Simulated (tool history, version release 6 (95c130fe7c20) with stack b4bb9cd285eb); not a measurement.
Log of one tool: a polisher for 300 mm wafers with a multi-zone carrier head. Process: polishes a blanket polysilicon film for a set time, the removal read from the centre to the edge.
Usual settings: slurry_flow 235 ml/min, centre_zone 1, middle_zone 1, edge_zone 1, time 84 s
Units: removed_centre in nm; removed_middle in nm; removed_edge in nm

run	hour	slurry_flow	centre_zone	middle_zone	edge_zone	time	incoming thickness of the incoming film, nm	removed_centre	removed_middle	removed_edge
1	0	235	1	1	1	84	2252.4	592.5	598.9	598.4
2	8.6	235	1.09	1	1	84	2239.7	635.7	577.5	597.8
3	24.2	235	1.09	1	1	84	2252.4	619.3	587.8	579.1
4	35.9	235	1	1	1	84	2210.2	589.8	583.4	586.8
5	42.3	235	1	1	1	84	2222.9	578.3	585.5	585.5
6	56.3	235	1	1	1	84	2205.9	589.5	588	580.2
7	63.5	235	1	1	1	84	2243	577.9	580.7	570.5
8	76.4	235	1	1	1	84	2221.3	552.4	578.6	561
# hour 84.3: edge zone pressure recalibrated
9	85.4	235	1.08	1	1	84	2209.1	615.3	577.2	561.8
10	101.8	195	1.06	0.89	1	100	2222.2	692.2	612.3	669.9
11	107.8	235	1	0.93	0.93	107	2239.2	721.3	667	690.7
# hour 119.4: worn pad replaced by a new one
12	119.9	235	1.09	1	0.9	60	2230.8	397.5	382.8	359.1
# hour 122.1: slurry nozzle cleaned
13	134.2	235	0.94	1.04	1	84	2198	497.6	541	526.5
14	151.9	235	0.92	1	0.91	73	2203.3	420.3	463.6	434.3
# hour 156.8: worn pad replaced by a new one, repeated, since the last time left the tool worse
15	161	235	1	1	1	84	2237.9	604.2	602.9	611.9
16	175.7	235	1.09	1	1	94	2236.1	729.7	676.5	694.2
# hour 184.7: carrier head's membrane replaced by a new one
# hour 187.7: centre zone pressure recalibrated
17	192.3	235	1	1	1	70	2186.5	512.5	508.9	494.2
18	207.4	180	1.06	1	1.07	84	2224.7	620.4	576.6	606
19	219.1	235	1	1	1.06	84	2237	597.4	599	633.4
20	233.3	235	1	1	1	84	2229.7	592	590.4	590.2

The next listed run, before its measurement:
21	242.2	235	1.12	0.96	1.05	68	2257.8	?	?	?

Run 21 gave removed_centre 535.2 nm, removed_middle 477 nm, removed_edge 492 nm.
Without the tool's hidden state the same run would have given removed_centre 558.3 nm, removed_middle 497.6 nm, removed_edge 513.2 nm.

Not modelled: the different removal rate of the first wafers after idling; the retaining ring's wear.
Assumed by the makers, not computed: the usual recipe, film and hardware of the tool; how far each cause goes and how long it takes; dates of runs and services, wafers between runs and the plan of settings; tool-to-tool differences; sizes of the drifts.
